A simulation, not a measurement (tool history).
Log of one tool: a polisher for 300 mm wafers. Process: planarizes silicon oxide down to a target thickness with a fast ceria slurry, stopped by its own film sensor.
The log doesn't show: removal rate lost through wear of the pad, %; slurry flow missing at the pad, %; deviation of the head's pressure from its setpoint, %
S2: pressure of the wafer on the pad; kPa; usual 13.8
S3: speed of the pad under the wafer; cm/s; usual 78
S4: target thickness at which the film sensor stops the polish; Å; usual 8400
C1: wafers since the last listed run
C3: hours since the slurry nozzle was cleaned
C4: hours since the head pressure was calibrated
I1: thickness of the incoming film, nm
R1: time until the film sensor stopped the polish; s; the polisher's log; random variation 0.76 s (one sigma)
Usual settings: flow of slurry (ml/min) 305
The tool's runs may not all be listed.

Run 1, hour 0.0: usual settings but S2 12.4 kPa; C1 0; wafers polished on this pad 777; C3 287.3; C4 196.7; I1 1375.6. Result: R1 78.4 s.
Run 2, hour 13.3: usual settings but S2 12.4 kPa; C1 122; wafers polished on this pad 899; C3 300.6; C4 210.0; I1 1356.0. Result: R1 77.5 s.
Run 3, hour 27.3: usual settings; C1 128; wafers polished on this pad 1028; C3 314.6; C4 224.0; I1 1364.3. Result: R1 73.4 s.
Run 4, hour 41.8: usual settings; C1 133; wafers polished on this pad 1161; C3 329.1; C4 238.5; I1 1382.0. Result: R1 76.7 s.
Run 5, hour 51.9: usual settings; C1 92; wafers polished on this pad 1254; C3 339.2; C4 248.6; I1 1374.7. Result: R1 77.5 s.
At hour 62.7: worn pad replaced by a new one.
Run 6, hour 66.9: usual settings; C1 100; wafers polished on this pad 38; C3 354.2; C4 263.6; I1 1372.3. Result: R1 68.0 s.
Run 7, hour 74.5: usual settings; C1 69; wafers polished on this pad 108; C3 361.8; C4 271.2; I1 1371.2. Result: R1 69.4 s.
Run 8, hour 89.5: usual settings; C1 137; wafers polished on this pad 246; C3 376.8; C4 286.2; I1 1377.4. Result: R1 69.5 s.
Run 9, hour 98.9: usual settings; C1 86; wafers polished on this pad 332; C3 386.2; C4 295.6; I1 1354.3. Result: R1 68.4 s.
Run 10, hour 114.2: usual settings; C1 140; wafers polished on this pad 473; C3 401.5; C4 310.9; I1 1373.9. Result: R1 71.1 s.
Run 11, hour 131.6: usual settings but S4 8890 Å; C1 159; wafers polished on this pad 633; C3 418.9; C4 328.3; I1 1389.1. Result: R1 69.4 s.
Run 12, hour 139.1: usual settings; C1 68; wafers polished on this pad 701; C3 426.4; C4 335.8; I1 1376.9. Result: R1 73.1 s.
At hour 144.9: head pressure recalibrated.
Run 13, hour 146.9: usual settings but flow of slurry (ml/min) 210, S2 18.6 kPa, S3 54 cm/s; C1 53; wafers polished on this pad 755; C3 434.2; C4 2.0; I1 1377.6. Result: R1 82.2 s.
Run 14, hour 160.3: usual settings but S3 96 cm/s; C1 123; wafers polished on this pad 878; C3 447.6; C4 15.4; I1 1376.8. Result: R1 63.2 s.
Run 15, hour 167.8: usual settings but S2 12.4 kPa; C1 68; wafers polished on this pad 947; C3 455.1; C4 22.9; I1 1372.6. Result: R1 83.2 s.
Run 16, hour 181.9: usual settings; C1 129; wafers polished on this pad 1076; C3 469.2; C4 37.0; I1 1368.0. Result: R1 76.4 s.
Run 17, hour 198.3: usual settings but S2 11.7 kPa, S3 52 cm/s; C1 150; wafers polished on this pad 1227; C3 485.6; C4 53.4; I1 1391.2. Result: R1 125.9 s.
At hour 208.8: worn pad replaced by a new one.
Run 18, hour 213.2: usual settings but S2 9.0 kPa, S3 62 cm/s; C1 100; wafers polished on this pad 40; C3 500.5; C4 68.3; I1 1389.0. Result: R1 113.2 s.

The next listed run, before its measurement:
At hour 223.0: slurry nozzle cleaned.
Run 19, hour 223.5: usual settings but flow of slurry (ml/min) 250, S2 15.9 kPa, S3 54 cm/s, S4 6560 Å; C1 85; wafers polished on this pad 125; C3 0.5; C4 78.6; I1 1382.3. Result: R1 ?.

Run 19 gave R1 115.5 s.
Without the tool's hidden state the same run would have given R1 112.8 s.
